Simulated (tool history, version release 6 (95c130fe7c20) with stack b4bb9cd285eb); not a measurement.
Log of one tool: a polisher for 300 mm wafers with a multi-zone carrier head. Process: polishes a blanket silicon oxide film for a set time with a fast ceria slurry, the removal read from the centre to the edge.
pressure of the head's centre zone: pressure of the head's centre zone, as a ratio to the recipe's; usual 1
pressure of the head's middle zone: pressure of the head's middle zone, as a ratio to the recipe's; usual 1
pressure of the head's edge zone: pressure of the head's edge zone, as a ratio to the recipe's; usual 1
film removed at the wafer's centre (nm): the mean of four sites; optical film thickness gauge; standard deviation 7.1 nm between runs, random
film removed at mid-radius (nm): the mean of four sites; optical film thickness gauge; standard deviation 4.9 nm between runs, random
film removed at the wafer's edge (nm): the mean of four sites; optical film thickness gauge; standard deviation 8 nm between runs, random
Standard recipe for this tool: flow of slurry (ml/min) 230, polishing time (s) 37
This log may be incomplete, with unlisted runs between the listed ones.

run   hour  flow of slurry (ml/min)  pressure of the head's centre zone  pressure of the head's middle zone  pressure of the head's edge zone  polishing time (s)  wafers since the last listed run  wafers polished on this pad  hours since the slurry nozzle was cleaned  hours since the centre zone pressure was calibrated  hours since the edge zone pressure was calibrated  hours since the carrier head's membrane was replaced  incoming thickness of the incoming film, nm  film removed at the wafer's centre (nm)  film removed at mid-radius (nm)  film removed at the wafer's edge (nm)
  1      0                      230                                   1                                   1                                 1                  37                                 0                          237                                      479.5                                                  100                                              381.2                                                 296.9                                       1615.3                                    550.1                            556.6                                  538.8
  2   33.7                      230                                   1                                   1                                 1                  37                               495                          732                                      513.2                                                133.7                                              414.9                                                 330.6                                       1594.4                                    532.9                            554.3                                  537.3
  3   50.7                      230                                   1                                   1                                 1                  37                               250                          982                                      530.2                                                150.7                                              431.9                                                 347.6                                       1604.8                                    535.7                            555.2                                  545.7
      68.1  -- worn pad replaced by a new one
  4   80.8                      230                                   1                                0.92                                 1                  46                               383                          187                                      560.3                                                180.8                                                462                                                 377.7                                         1606                                    680.1                            658.1                                  684.6
  5  109.1                      230                                0.91                                   1                                 1                  37                               416                          603                                      588.6                                                209.1                                              490.3                                                   406                                       1638.4                                    487.7                            554.2                                  542.8
  6  135.5                      230                                   1                                   1                                 1                  37                               388                          991                                        615                                                235.5                                              516.7                                                 432.4                                       1606.2                                    540.4                            561.4                                  553.6
     167.7  -- worn pad replaced by a new one
  7  168.2                      230                                   1                                   1                                 1                  37                               422                            7                                      647.7                                                268.2                                              549.4                                                 465.1                                       1600.7                                    520.5                            556.9                                  547.4
     185.3  -- edge zone pressure recalibrated
  8  188.7                      230                                   1                                   1                                 1                  37                               272                          279                                      668.2                                                288.7                                                3.4                                                 485.6                                         1623                                    531.4                            555.1                                    550
     201.1  -- slurry nozzle cleaned
     208.4  -- carrier head's membrane replaced by a new one
  9  222.2                      230                                   1                                   1                                 1                  25                               404                          683                                       21.1                                                322.2                                               36.9                                                  13.8                                       1586.9                                      357                            374.8                                  369.3
 10  236.1                      230                                   1                                0.97                              0.97                  37                               204                          888                                         35                                                336.1                                               50.8                                                  27.7                                       1595.1                                    508.3                            534.6                                  529.7
 11  257.4                      230                                   1                                   1                                 1                  37                               313                         1201                                       56.3                                                357.4                                               72.1                                                    49                                       1609.9                                    519.3                              556                                  533.3
     265.3  -- worn pad replaced by a new one
 12  280.5                      230                                   1                                   1                                 1                  48                               280                          224                                       79.4                                                380.5                                               95.2                                                  72.1                                       1611.8                                    659.5                            722.1                                  691.7
     340.8  -- centre zone pressure recalibrated
       347  -- worn pad replaced by a new one
 13  355.7                      290                                   1                                   1                                 1                  37                              1017                          127                                      154.6                                                 14.9                                              170.4                                                 147.3                                       1604.2                                      557                            573.4                                  550.7
 14  373.2                      230                                   1                                   1                                 1                  37                               257                          384                                      172.1                                                 32.4                                              187.9                                                 164.8                                       1635.4                                    539.6                            556.7                                  549.1

What will run 15 give?
 15  403.5                      230                                   1                                   1                                 1                  37                               445                          830                                      202.4                                                 62.7                                              218.2                                                 195.1                                       1600.2                                        ?                                ?                                      ?

Run 15 gave film removed at the wafer's centre (nm) 542.2, film removed at mid-radius (nm) 551.1, film removed at the wafer's edge (nm) 550.3.
Without the tool's hidden state the same run would have given film removed at the wafer's centre (nm) 544.3, film removed at mid-radius (nm) 551.1, film removed at the wafer's edge (nm) 550.3.
